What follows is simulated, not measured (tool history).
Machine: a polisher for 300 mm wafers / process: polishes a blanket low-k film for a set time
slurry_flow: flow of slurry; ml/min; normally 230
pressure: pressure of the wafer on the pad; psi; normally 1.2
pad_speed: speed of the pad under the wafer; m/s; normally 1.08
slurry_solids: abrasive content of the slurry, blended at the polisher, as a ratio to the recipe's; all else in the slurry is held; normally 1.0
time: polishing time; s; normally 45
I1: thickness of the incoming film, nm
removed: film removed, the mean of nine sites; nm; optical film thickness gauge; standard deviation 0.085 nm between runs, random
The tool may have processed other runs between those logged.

run 1 day=0.000 | slurry_flow=230 pressure=1.2 pad_speed=1.08 slurry_solids=1.0 time=45 | I1=648.3 | removed=13.1
run 2 day=0.933 | slurry_flow=230 pressure=1.2 pad_speed=1.08 slurry_solids=1.0 time=45 | I1=651.0 | removed=13.0
-- day=3.212 worn pad replaced by a new one
-- day=4.104 slurry blender recalibrated
run 3 day=4.629 | slurry_flow=230 pressure=1.2 pad_speed=1.08 slurry_solids=1.0 time=45 | I1=646.2 | removed=13.0
run 4 day=5.662 | slurry_flow=230 pressure=1.2 pad_speed=1.08 slurry_solids=1.0 time=45 | I1=647.6 | removed=12.9
run 5 day=7.021 | slurry_flow=230 pressure=1.2 pad_speed=1.08 slurry_solids=1.0 time=45 | I1=658.8 | removed=12.6
run 6 day=7.642 | slurry_flow=230 pressure=1.2 pad_speed=1.08 slurry_solids=1.0 time=45 | I1=635.3 | removed=12.8
-- day=7.808 head pressure recalibrated
-- day=8.758 worn pad replaced by a new one
-- day=8.767 slurry nozzle cleaned
-- day=9.579 slurry blender recalibrated
-- day=10.388 conditioning disc replaced and pad reconditioned
run 7 day=11.579 | slurry_flow=230 pressure=1.2 pad_speed=1.08 slurry_solids=1.0 time=45 | I1=649.0 | removed=13.1
run 8 day=12.217 | slurry_flow=230 pressure=1.2 pad_speed=1.08 slurry_solids=1.0 time=45 | I1=642.5 | removed=12.9
run 9 day=13.596 | slurry_flow=230 pressure=1.1 pad_speed=1.08 slurry_solids=1.0 time=45 | I1=649.3 | removed=11.7
-- day=14.021 worn pad replaced by a new one
run 10 day=14.433 | slurry_flow=230 pressure=1.2 pad_speed=1.08 slurry_solids=1.0 time=45 | I1=644.8 | removed=12.6
-- day=14.562 slurry blender recalibrated
run 11 day=15.192 | slurry_flow=230 pressure=1.2 pad_speed=0.80 slurry_solids=1.2 time=33 | I1=656.8 | removed=8.8
run 12 day=16.242 | slurry_flow=230 pressure=1.2 pad_speed=1.08 slurry_solids=1.0 time=45 | I1=644.0 | removed=12.8
run 13 day=18.638 | slurry_flow=230 pressure=1.2 pad_speed=1.44 slurry_solids=1.0 time=45 | I1=655.7 | removed=15.1
-- day=19.083 slurry blender recalibrated
-- day=19.408 head pressure recalibrated
-- day=19.496 worn pad replaced by a new one
run 14 day=19.867 | slurry_flow=260 pressure=1.2 pad_speed=0.86 slurry_solids=1.0 time=34 | I1=660.6 | removed=8.4
run 15 day=21.029 | slurry_flow=230 pressure=1.2 pad_speed=1.08 slurry_solids=0.9 time=45 | I1=648.2 | removed=11.7
run 16 day=22.183 | slurry_flow=230 pressure=1.3 pad_speed=1.08 slurry_solids=1.3 time=35 | I1=649.9 | removed=12.2
-- day=22.675 conditioning disc replaced and pad reconditioned
run 17 day=23.679 | slurry_flow=230 pressure=1.2 pad_speed=1.30 slurry_solids=1.0 time=45 | I1=648.2 | removed=14.5
-- day=24.400 worn pad replaced by a new one
run 18 day=24.458 | slurry_flow=230 pressure=1.2 pad_speed=1.08 slurry_solids=1.0 time=45 | I1=640.1 | removed=12.6

Forecast each of these 4 alternatives for the next run:
run A day=24.475 | slurry_flow=230 pressure=1.2 pad_speed=0.90 slurry_solids=1.0 time=45 | I1=647.7 | removed=?
run B day=24.475 | slurry_flow=230 pressure=1.2 pad_speed=1.08 slurry_solids=1.0 time=59 | I1=647.7 | removed=?
run C day=24.475 | slurry_flow=230 pressure=0.9 pad_speed=1.18 slurry_solids=1.0 time=41 | I1=647.7 | removed=?
run D day=24.475 | slurry_flow=230 pressure=1.5 pad_speed=1.08 slurry_solids=1.0 time=53 | I1=647.7 | removed=?

run=A removed=11.3
run=B removed=16.7
run=C removed=9.5
run=D removed=18.4
Had the tool no hidden state, the same runs would have come out as:
run=A removed=12.1
run=B removed=17.9
run=C removed=10.2
run=D removed=19.9
